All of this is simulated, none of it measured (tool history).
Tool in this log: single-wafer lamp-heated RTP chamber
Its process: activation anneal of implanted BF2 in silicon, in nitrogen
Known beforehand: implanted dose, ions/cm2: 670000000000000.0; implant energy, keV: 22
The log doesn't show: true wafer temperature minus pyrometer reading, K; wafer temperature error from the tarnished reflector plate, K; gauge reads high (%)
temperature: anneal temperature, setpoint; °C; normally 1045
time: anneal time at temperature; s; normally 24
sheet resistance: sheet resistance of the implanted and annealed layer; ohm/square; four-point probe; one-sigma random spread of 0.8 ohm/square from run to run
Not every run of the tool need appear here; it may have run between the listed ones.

run	hour	temperature	time	wafers since the last listed run	wafers since the last pyrometer calibration	wafers since the reflector plate was cleaned	hours since the gauge calibration	read-back reference wafer on the same gauge, sheet resistance	sheet resistance
1	0	1045	16	0	1775	10801	194.4	235.17	207.99
2	12	1045	16	102	1877	10903	206.4	235.04	207.05
3	27.4	1045	16	131	2008	11034	221.8	235.05	208.19
# hour 38.6: pyrometer window cleaned and pyrometer calibrated
4	39.1	1045	24	31	4	11066	233.5	235.12	206.97
5	52.6	1045	24	115	119	11181	247	235.04	206.15
6	69.7	1045	24	145	264	11326	264.1	235.2	205.79
7	86.2	1045	24	140	405	11467	280.6	235.19	206.71
8	96.7	1045	31	89	494	11556	291.1	234.77	202.23
9	113.2	1045	24	140	635	11697	307.6	234.78	205.53
10	129.8	1051	24	141	776	11838	324.2	235.05	203.72
11	136.9	1051	24	60	837	11899	331.3	235.21	203.21
12	148.9	1045	24	102	939	12001	343.3	234.92	205.31
13	159.7	1045	24	92	1031	12093	354.1	234.85	206.96
14	176	1045	24	138	1170	12232	370.4	234.93	204.23
# hour 185.2: gauge calibrated
# hour 197.1: reflector plate cleaned
15	207.4	1045	24	199	1369	87	22.2	234.99	204.97
16	224.6	1045	24	146	1516	234	39.4	234.81	203.78
17	233.3	1021	13	74	1590	308	48.1	235.22	222.54
18	250.4	1020	33	145	1736	453	65.2	235.05	208.77
# hour 265.5: pyrometer window cleaned and pyrometer calibrated
19	266.2	1045	15	66	6	520	81	234.88	212.19
20	280.8	1045	24	124	130	644	95.6	235.06	208.4
21	296.4	1028	24	132	263	777	111.2	234.92	212.79
22	311.8	1045	24	131	394	908	126.6	234.89	206.82
23	327.9	1026	11	137	531	1046	142.7	234.82	223.28
24	380.4	1066	17	447	978	1493	195.2	235.09	201.53
25	397.6	1028	29	146	1125	1639	212.4	234.91	210.54
26	413.4	1061	24	134	1260	1774	228.2	235.02	199.49
27	430.2	1045	24	143	1403	1917	245	235.02	204.38
28	443.7	1033	32	115	1518	2032	258.5	234.82	205.84
29	461.6	1057	24	152	1670	2185	276.4	235.09	200.39
30	510.8	1069	16	419	2089	2604	325.6	235.32	200.26
# hour 529.5: pyrometer window cleaned and pyrometer calibrated
31	530	1059	29	95	4	2699	344.8	235.17	201.3
32	542.6	1045	14	107	111	2806	357.4	235.04	211.31
33	554.3	1019	24	99	211	2906	369.1	234.92	217.22

Here are 4 independent what-if runs from the current tool condition. What would each one return?
A	554.7	1045	24	3	214	2910	369.5	?	?
B	554.7	1045	10	3	214	2910	369.5	?	?
C	554.7	1045	17	3	214	2910	369.5	?	?
D	554.7	1056	18	3	214	2910	369.5	?	?

run	read-back reference wafer on the same gauge, sheet resistance	sheet resistance
A	235.08	207.1
B	235.08	216.79
C	235.08	210.83
D	235.08	206.33
Stripped of hidden state, with their random variation kept, the same runs would have yielded:
run	sheet resistance
A	207.5
B	217.3
C	211.28
D	206.69
